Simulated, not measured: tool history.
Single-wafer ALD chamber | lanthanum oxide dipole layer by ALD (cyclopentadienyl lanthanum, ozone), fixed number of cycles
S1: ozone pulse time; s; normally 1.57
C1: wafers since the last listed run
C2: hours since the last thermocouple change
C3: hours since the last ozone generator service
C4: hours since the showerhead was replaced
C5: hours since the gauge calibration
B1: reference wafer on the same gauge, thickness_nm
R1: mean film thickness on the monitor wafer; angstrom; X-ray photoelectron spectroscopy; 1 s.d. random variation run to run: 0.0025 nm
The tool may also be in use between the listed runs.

run    hour    S1    C1      C2      C3      C4     C5    B1    R1
  1       0  1.57     0  1408.3   633.8  6877.9  411.1  0.42  4.91
  2    46.3  1.57   955  1454.6   680.1  6924.2  457.4  0.42  4.91
  3   209.4  1.57  3365  1617.7   843.2  7087.3  620.5  0.42  4.93
  4   250.5  1.57   848  1658.8   884.3  7128.4  661.6  0.42  4.91
  5   337.1  1.57  1786  1745.4   970.9    7215  748.2  0.42  4.91
      481.3  -- gauge calibrated
      587.3  -- thermocouple changed; heater temperature recalibrated
  6   613.9  1.34  5546    26.6  1247.7  7491.8  132.6  0.42  4.68
  7   690.7  1.34  1584   103.4  1324.5  7568.6  209.4  0.42  4.64
  8     728  1.57   769   140.7  1361.8  7605.9  246.7  0.42  4.77
  9   783.2  1.96  1138   195.9    1417  7661.1  301.9  0.42  4.98
      842.2  -- ozone generator serviced
 10   876.1  1.92  1751   288.8    33.9    7754  394.8  0.42  4.78
      889.5  -- showerhead replaced
 11     958   1.4  1524   370.7   115.8    68.5  476.7  0.42  4.43
 12  1028.9  1.57  1462   441.6   186.7   139.4  547.6  0.42  4.55
     1092.2  -- ozone generator serviced, repeated, since the last time left the tool worse
 13  1092.7  2.01  1151   505.4     0.5   203.2  611.4  0.42  5.12
 14  1147.4  2.14  1128   560.1    55.2   257.9  666.1  0.42  5.13
 15  1209.3  1.57  1277     622   117.1   319.8    728  0.42  4.97
 16    1301  1.57  1892   713.7   208.8   411.5  819.7  0.42     5
     1302.3  -- gauge calibrated
 17  1390.3  2.03  1842     803   298.1   500.8     88  0.42  5.11

Consider 3 possible next runs. They are alternatives, not a sequence: every one starts from the tool as it was left by run 17. What does each give?
  A  1390.7  1.25   8  803.4  298.5  501.2  88.4   ?   ?
  B  1390.7  1.77   8  803.4  298.5  501.2  88.4   ?   ?
  C  1390.7  2.07   8  803.4  298.5  501.2  88.4   ?   ?

run    B1    R1
  A  0.42  4.78
  B  0.42  5.02
  C  0.42  5.09
Take away the tool's hidden state, keep each run's random variation, and the runs would have read:
run    R1
  A  4.82
  B  5.04
  C  5.11
